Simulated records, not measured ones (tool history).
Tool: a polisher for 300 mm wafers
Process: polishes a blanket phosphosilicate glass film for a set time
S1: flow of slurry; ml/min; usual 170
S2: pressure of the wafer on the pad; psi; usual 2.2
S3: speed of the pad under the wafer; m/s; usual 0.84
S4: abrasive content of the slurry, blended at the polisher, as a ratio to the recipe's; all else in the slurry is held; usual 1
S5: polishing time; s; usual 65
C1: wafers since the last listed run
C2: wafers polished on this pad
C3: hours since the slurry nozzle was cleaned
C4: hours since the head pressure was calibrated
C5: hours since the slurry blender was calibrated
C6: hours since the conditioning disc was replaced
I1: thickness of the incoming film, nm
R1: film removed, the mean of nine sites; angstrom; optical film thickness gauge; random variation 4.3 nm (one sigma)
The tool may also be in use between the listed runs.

| run | hour | S1 | S2 | S3 | S4 | S5 | C1 | C2 | C3 | C4 | C5 | C6 | I1 | R1 |
|---|---|---|---|---|---|---|---|---|---|---|---|---|---|---|
| 1 | 0 | 170 | 2.2 | 0.84 | 1.1 | 65 | 0 | 6 | 254 | 544.8 | 80.6 | 102.6 | 3898.4 | 4109 |
| 2 | 10.3 | 170 | 2.2 | 0.84 | 1.1 | 65 | 63 | 69 | 264.3 | 555.1 | 90.9 | 112.9 | 3921.5 | 4113 |
| 3 | 21.1 | 170 | 2.2 | 0.84 | 1.1 | 65 | 66 | 135 | 275.1 | 565.9 | 101.7 | 123.7 | 3950.1 | 4067 |
| 4 | 35.3 | 170 | 2.2 | 1.04 | 1 | 65 | 87 | 223 | 289.3 | 580.1 | 115.9 | 137.9 | 3903.9 | 4627 |
| 5 | 49.8 | 170 | 2.2 | 1.04 | 1 | 65 | 89 | 312 | 303.8 | 594.6 | 130.4 | 152.4 | 3861.1 | 4675 |
| 6 | 66 | 170 | 2.2 | 0.84 | 1 | 65 | 99 | 412 | 320 | 610.8 | 146.6 | 168.6 | 3934.3 | 3944 |
| 7 | 80.6 | 170 | 2.2 | 0.84 | 1 | 65 | 89 | 501 | 334.6 | 625.4 | 161.2 | 183.2 | 3860.2 | 3925 |
| 8 | 95 | 170 | 2.2 | 0.84 | 1 | 65 | 88 | 590 | 349 | 639.8 | 175.6 | 197.6 | 3959.1 | 3901 |
|  | 100.4 | slurry blender recalibrated |
| 9 | 108 | 170 | 2.4 | 0.84 | 1 | 65 | 67 | 658 | 362 | 652.8 | 7.6 | 210.6 | 3866 | 4189 |
|  | 116.8 | worn pad replaced by a new one |
| 10 | 117.4 | 170 | 1.9 | 0.84 | 1 | 65 | 33 | 3 | 371.4 | 662.2 | 17 | 220 | 3897 | 3352 |
|  | 131 | head pressure recalibrated |
| 11 | 131.5 | 170 | 1.9 | 0.84 | 1 | 65 | 74 | 78 | 385.5 | 0.5 | 31.1 | 234.1 | 3976 | 3301 |
| 12 | 135.1 | 170 | 2.2 | 0.84 | 1 | 65 | 22 | 100 | 389.1 | 4.1 | 34.7 | 237.7 | 3949.1 | 3921 |
| 13 | 141.6 | 170 | 2.2 | 0.84 | 1 | 65 | 39 | 140 | 395.6 | 10.6 | 41.2 | 244.2 | 3943 | 3839 |
| 14 | 158.3 | 190 | 1.8 | 0.92 | 1 | 65 | 102 | 243 | 412.3 | 27.3 | 57.9 | 260.9 | 3934 | 3422 |
| 15 | 173.2 | 145 | 1.6 | 1.02 | 0.7 | 65 | 91 | 334 | 427.2 | 42.2 | 72.8 | 275.8 | 3948.6 | 2590 |
| 16 | 190 | 170 | 2.2 | 0.64 | 1 | 56 | 103 | 438 | 444 | 59 | 89.6 | 292.6 | 3848.4 | 2645 |
| 17 | 201.8 | 170 | 1.9 | 0.84 | 1 | 65 | 72 | 510 | 455.8 | 70.8 | 101.4 | 304.4 | 3859 | 3264 |
| 18 | 213.1 | 170 | 2.2 | 0.84 | 1 | 47 | 69 | 580 | 467.1 | 82.1 | 112.7 | 315.7 | 3975.2 | 2784 |
|  | 220.4 | slurry nozzle cleaned |
|  | 225.4 | conditioning disc replaced and pad reconditioned |
|  | 226.3 | worn pad replaced by a new one |
| 19 | 229.8 | 115 | 2.2 | 0.84 | 1 | 65 | 78 | 21 | 9.4 | 98.8 | 129.4 | 4.4 | 3855.9 | 3784 |
| 20 | 243 | 170 | 2.2 | 0.84 | 1.1 | 65 | 81 | 102 | 22.6 | 112 | 142.6 | 17.6 | 3936.8 | 4179 |
|  | 245.2 | slurry blender recalibrated |
| 21 | 260.3 | 170 | 2.2 | 0.84 | 1 | 65 | 94 | 196 | 39.9 | 129.3 | 15.1 | 34.9 | 3911.5 | 4046 |
| 22 | 273.5 | 170 | 2.2 | 0.84 | 1 | 65 | 81 | 277 | 53.1 | 142.5 | 28.3 | 48.1 | 3912.3 | 3944 |
| 23 | 287.9 | 205 | 2.9 | 0.84 | 1.2 | 48 | 88 | 366 | 67.5 | 156.9 | 42.7 | 62.5 | 3881.8 | 4251 |
| 24 | 297.2 | 170 | 1.5 | 0.68 | 1 | 49 | 57 | 423 | 76.8 | 166.2 | 52 | 71.8 | 3847.4 | 1706 |

Forecast each of these 3 alternatives for the next run:
| A | 297.6 | 190 | 2.2 | 0.84 | 1 | 65 | 2 | 426 | 77.2 | 166.6 | 52.4 | 72.2 | 3953 | ? |
| B | 297.6 | 170 | 2.5 | 1.06 | 1 | 58 | 2 | 426 | 77.2 | 166.6 | 52.4 | 72.2 | 3953 | ? |
| C | 297.6 | 210 | 2.9 | 0.84 | 1 | 65 | 2 | 426 | 77.2 | 166.6 | 52.4 | 72.2 | 3953 | ? |

| run | R1 |
|---|---|
| A | 4082 |
| B | 4921 |
| C | 5426 |
Without the tool's hidden state the same runs would have given:
| run | R1 |
|---|---|
| A | 4103 |
| B | 4956 |
| C | 5462 |
